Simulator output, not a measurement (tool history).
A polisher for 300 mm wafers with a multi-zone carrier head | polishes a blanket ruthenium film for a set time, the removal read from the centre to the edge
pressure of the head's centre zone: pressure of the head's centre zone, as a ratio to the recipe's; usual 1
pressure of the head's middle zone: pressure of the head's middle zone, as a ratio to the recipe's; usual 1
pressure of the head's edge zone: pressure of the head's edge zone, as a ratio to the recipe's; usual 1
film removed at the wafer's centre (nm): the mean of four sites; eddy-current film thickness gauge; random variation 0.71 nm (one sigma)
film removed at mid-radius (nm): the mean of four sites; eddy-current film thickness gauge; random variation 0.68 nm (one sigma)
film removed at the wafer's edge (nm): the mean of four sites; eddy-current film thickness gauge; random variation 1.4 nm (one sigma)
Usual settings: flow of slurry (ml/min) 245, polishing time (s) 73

run	hour	flow of slurry (ml/min)	pressure of the head's centre zone	pressure of the head's middle zone	pressure of the head's edge zone	polishing time (s)	incoming thickness of the incoming film, nm	film removed at the wafer's centre (nm)	film removed at mid-radius (nm)	film removed at the wafer's edge (nm)
1	0	245	1	1	1	80	636.6	101.5	101	97.5
# hour 26.2: slurry nozzle cleaned
2	56.5	245	1	1	1	80	641.2	99.1	98	95
# hour 91.2: worn pad replaced by a new one
3	113.9	245	1	1	1	73	627.6	100.5	98.5	96.7
4	171.1	245	1	1	1	73	629.4	99	98.9	98.6
# hour 174: centre zone pressure recalibrated
# hour 176.2: edge zone pressure recalibrated
5	229.4	245	1	1	1.03	73	636.6	97.3	97.1	96.1
6	258.8	245	1	1	1.03	73	620.1	96.7	97	92.7
7	286.2	245	1	1	1	73	625.1	95.5	95.4	94.5
8	311.6	245	1	1	1	86	638.9	113.2	111.4	107.7
9	385	245	1.04	1	1	73	639.9	94.5	90.1	88.4
# hour 405.9: worn pad replaced by a new one
10	413.1	245	1	1	1.08	73	626	100.2	98.4	99.7
11	457.6	245	1.11	1.04	1	92	624.8	139.9	124.4	121.5
# hour 502.8: carrier head's membrane replaced by a new one
12	525.2	245	1.05	1	1	90	637.7	128.6	118.6	114.2
13	577.9	245	1	1	1	73	643.1	97.3	95.8	93.6
14	649.7	245	1	1	1	73	635.4	93.8	92.6	87.8
# hour 653.1: slurry nozzle cleaned
15	689.5	245	0.93	1	1	61	623.8	71.6	75.7	74.8
# hour 705.2: worn pad replaced by a new one
16	745.5	215	1.12	0.97	1	58	625.8	86.5	74.5	73.5
17	775.6	245	1	1	1	73	632.7	97.8	97.8	92.9
18	819	245	1	1	1	73	628.9	97.9	94.6	93.5
19	871.5	245	1	1	1.03	73	636.9	96.4	94.7	91.1
20	913.2	245	1	0.94	1	59	640.7	75.9	73.2	72.6
21	949.5	245	1	1	1	73	625.1	91.9	90.9	88.5
22	1010.6	315	1	0.95	1	73	621.5	92	88.8	88.4
# hour 1020.4: worn pad replaced by a new one
23	1065	245	0.96	1	0.89	83	624.8	106.8	110.3	100.5

The same runs without the tool's hidden state, with the same run-to-run variation:
The hidden state here: removal rate lost through wear of the pad, %; slurry flow missing at the pad, %; deviation of the centre zone's pressure from its setpoint, %; deviation of the edge zone's pressure from its setpoint, %.
run	film removed at the wafer's centre (nm)	film removed at mid-radius (nm)	film removed at the wafer's edge (nm)
1	109	108.5	104.7
2	110.2	109	105.7
3	100.8	98.8	97
4	99.9	99.8	99.5
5	99.4	99.2	98.2
6	99.7	100	95.5
7	99.4	99.3	98.4
8	119.1	117.2	113.3
9	103.3	98.5	96.7
10	100.7	98.9	100.3
11	140.9	125.4	122.4
12	131	120.9	116.4
13	100.7	99.1	96.9
14	100	98.8	93.7
15	78	82.5	81.5
16	88	75.9	74.8
17	99.9	99.9	94.9
18	100.8	97.4	96.3
19	100.7	99	95.2
20	80.6	77.8	77.1
21	99.2	98.2	95.5
22	102.9	99.4	98.8
23	109.2	112.8	102.8

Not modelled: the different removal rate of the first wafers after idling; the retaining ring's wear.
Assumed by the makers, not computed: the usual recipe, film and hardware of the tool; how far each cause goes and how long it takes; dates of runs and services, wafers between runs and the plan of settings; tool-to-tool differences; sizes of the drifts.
